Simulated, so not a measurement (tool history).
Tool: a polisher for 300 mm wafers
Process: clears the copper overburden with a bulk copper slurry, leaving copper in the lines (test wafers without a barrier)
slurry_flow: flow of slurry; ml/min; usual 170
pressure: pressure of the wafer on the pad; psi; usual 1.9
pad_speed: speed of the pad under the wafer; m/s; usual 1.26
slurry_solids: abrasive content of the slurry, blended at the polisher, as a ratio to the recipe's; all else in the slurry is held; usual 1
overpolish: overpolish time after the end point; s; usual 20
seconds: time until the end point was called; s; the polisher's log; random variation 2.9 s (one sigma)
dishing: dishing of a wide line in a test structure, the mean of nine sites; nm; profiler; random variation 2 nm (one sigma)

run	hour	slurry_flow	pressure	pad_speed	slurry_solids	overpolish	incoming thickness of the incoming film, nm	seconds	dishing
1	0	170	1.9	1.26	1	20	1098.4	149.9	88.4
2	19.6	170	1.9	1.26	1	20	1117	153.8	81.9
3	46.5	170	1.9	1.26	1	20	1109.7	158.5	87.5
# hour 53.4: slurry nozzle cleaned
4	70.5	170	1.9	1.26	1	20	1115.1	159.1	84.8
5	89.2	170	1.9	1.26	1	20	1130.8	167	87.1
# hour 109.3: worn pad replaced by a new one
6	124.1	170	1.9	1.26	1	20	1099.3	155.5	85.6
7	146	170	1.9	1.26	1	20	1111.5	157.2	78.4
8	178.9	170	1.6	1.46	1	20	1113.6	164.3	78.6
9	213.4	170	1.9	1.04	1	20	1112.2	198.5	74.9
# hour 221.2: head pressure recalibrated
10	243.6	205	1.4	1	1	20	1109.2	264.8	57.2
11	270.9	170	2.4	1.26	1.1	20	1117.3	126.9	98.9
12	298.8	200	1.2	1.26	1	20	1112.8	246.2	57.1
13	313.1	170	1.9	1.26	1	20	1113.3	162.9	82.7
# hour 334.6: slurry blender recalibrated
14	335.1	110	1.9	1.26	0.9	20	1137	181.2	80.5
# hour 340.2: worn pad replaced by a new one
15	346.3	170	1.7	1.54	1.2	20	1114	137.5	90.3
16	368.9	195	1.9	1.14	1	20	1110.3	169.2	81.5
17	390	225	1.3	1.26	1	20	1119.6	215	63.1
18	423.9	170	1.9	1.26	1	20	1122.2	159.7	84.4
19	445.6	170	2.6	1.26	1	29	1128.5	116.1	129.6
20	472.7	170	1.9	1.26	1	20	1112.3	159.1	81.7
21	504.7	170	1.4	1.7	1.15	9	1108.1	157.7	47.2
# hour 534.5: worn pad replaced by a new one
22	535.5	170	1.9	1.26	1	13	1123.3	160.5	61.5
23	559.5	215	1.9	1.68	0.9	12	1137.5	126.2	72
24	578.7	170	1.6	1.46	1	20	1110.8	169.3	78.9
25	597.9	140	1.9	1.26	1.15	20	1130.6	167.1	78.8
26	616.8	170	2.2	1.26	1	10	1127.4	143.7	59.1
# hour 629.2: slurry nozzle cleaned
27	640.8	170	1.9	1.26	1	20	1133.3	163.6	79.8
28	660.2	170	1.9	1.26	1	20	1107.8	162.8	80.4
29	687.2	210	1.9	1.26	1	20	1131.2	159.8	85.5

Forecast each of these 3 alternatives for the next run:
A	687.7	170	1.9	1.26	1.2	20	1131	?	?
B	687.7	170	1.9	1.48	1	20	1131	?	?
C	687.7	215	2.4	1.26	1	20	1131	?	?

run	seconds	dishing
A	155.7	86.8
B	138.5	92.9
C	124.6	103.7
Without the tool's hidden state the same runs would have given:
run	seconds	dishing
A	146.7	89.9
B	130.7	96
C	117.6	107.1
